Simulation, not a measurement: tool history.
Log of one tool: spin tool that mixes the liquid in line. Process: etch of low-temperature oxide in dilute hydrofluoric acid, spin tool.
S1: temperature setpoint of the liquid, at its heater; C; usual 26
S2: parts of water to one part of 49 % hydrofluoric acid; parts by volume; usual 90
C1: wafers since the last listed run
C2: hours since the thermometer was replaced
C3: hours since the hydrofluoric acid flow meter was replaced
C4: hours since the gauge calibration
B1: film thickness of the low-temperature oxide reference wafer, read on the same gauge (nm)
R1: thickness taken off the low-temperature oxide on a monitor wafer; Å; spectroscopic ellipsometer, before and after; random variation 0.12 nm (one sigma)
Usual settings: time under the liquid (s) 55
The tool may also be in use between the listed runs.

run 1 hour=0 | S1=27.5 S2=90 time_under_the_liquid_(s)=55 | C1=0 C2=1858.1 C3=2532.5 C4=89.4 | B1=139.99 | R1=255.5
run 2 hour=31.9 | S1=27.5 S2=90 time_under_the_liquid_(s)=55 | C1=259 C2=1890 C3=2564.4 C4=121.3 | B1=140 | R1=256.2
run 3 hour=55.7 | S1=27.5 S2=90 time_under_the_liquid_(s)=55 | C1=193 C2=1913.8 C3=2588.2 C4=145.1 | B1=140.04 | R1=254.7
run 4 hour=68.4 | S1=26 S2=90 time_under_the_liquid_(s)=55 | C1=103 C2=1926.5 C3=2600.9 C4=157.8 | B1=140.02 | R1=239.7
run 5 hour=81.9 | S1=26 S2=90 time_under_the_liquid_(s)=55 | C1=109 C2=1940 C3=2614.4 C4=171.3 | B1=140.03 | R1=237.9
run 6 hour=104.6 | S1=30 S2=90 time_under_the_liquid_(s)=55 | C1=184 C2=1962.7 C3=2637.1 C4=194 | B1=140.01 | R1=278.8
-- hour=106 thermometer replaced
run 7 hour=132.1 | S1=30 S2=90 time_under_the_liquid_(s)=55 | C1=215 C2=26.1 C3=2664.6 C4=221.5 | B1=139.99 | R1=279
run 8 hour=148.9 | S1=26 S2=90 time_under_the_liquid_(s)=55 | C1=136 C2=42.9 C3=2681.4 C4=238.3 | B1=139.97 | R1=239.5
-- hour=164 hydrofluoric acid flow meter replaced
run 9 hour=167.2 | S1=26 S2=130 time_under_the_liquid_(s)=55 | C1=140 C2=61.2 C3=3.2 C4=256.6 | B1=140.05 | R1=157.3
run 10 hour=188.6 | S1=26 S2=90 time_under_the_liquid_(s)=55 | C1=173 C2=82.6 C3=24.6 C4=278 | B1=139.99 | R1=239
run 11 hour=206 | S1=26 S2=70 time_under_the_liquid_(s)=55 | C1=141 C2=100 C3=42 C4=295.4 | B1=139.95 | R1=315.5
run 12 hour=224.4 | S1=23 S2=90 time_under_the_liquid_(s)=55 | C1=149 C2=118.4 C3=60.4 C4=313.8 | B1=139.98 | R1=210.8
-- hour=226.6 gauge calibrated
run 13 hour=244.4 | S1=26 S2=115 time_under_the_liquid_(s)=20 | C1=162 C2=138.4 C3=80.4 C4=17.8 | B1=139.95 | R1=66
run 14 hour=271.7 | S1=28.5 S2=60 time_under_the_liquid_(s)=25 | C1=221 C2=165.7 C3=107.7 C4=45.1 | B1=139.96 | R1=188.1
run 15 hour=287.9 | S1=26 S2=90 time_under_the_liquid_(s)=55 | C1=131 C2=181.9 C3=123.9 C4=61.3 | B1=140.03 | R1=237.7

Forecast each of these 3 alternatives for the next run:
run A hour=288.3 | S1=26 S2=90 time_under_the_liquid_(s)=55 | C1=3 C2=182.3 C3=124.3 C4=61.7 | B1=? | R1=?
run B hour=288.3 | S1=24.5 S2=120 time_under_the_liquid_(s)=55 | C1=3 C2=182.3 C3=124.3 C4=61.7 | B1=? | R1=?
run C hour=288.3 | S1=26 S2=120 time_under_the_liquid_(s)=40 | C1=3 C2=182.3 C3=124.3 C4=61.7 | B1=? | R1=?

run=A B1=140.04 R1=239.3
run=B B1=140.04 R1=163
run=C B1=140.04 R1=125.6
Without the tool's hidden state the same runs would have given:
run=A R1=239.3
run=B R1=163
run=C R1=125.6
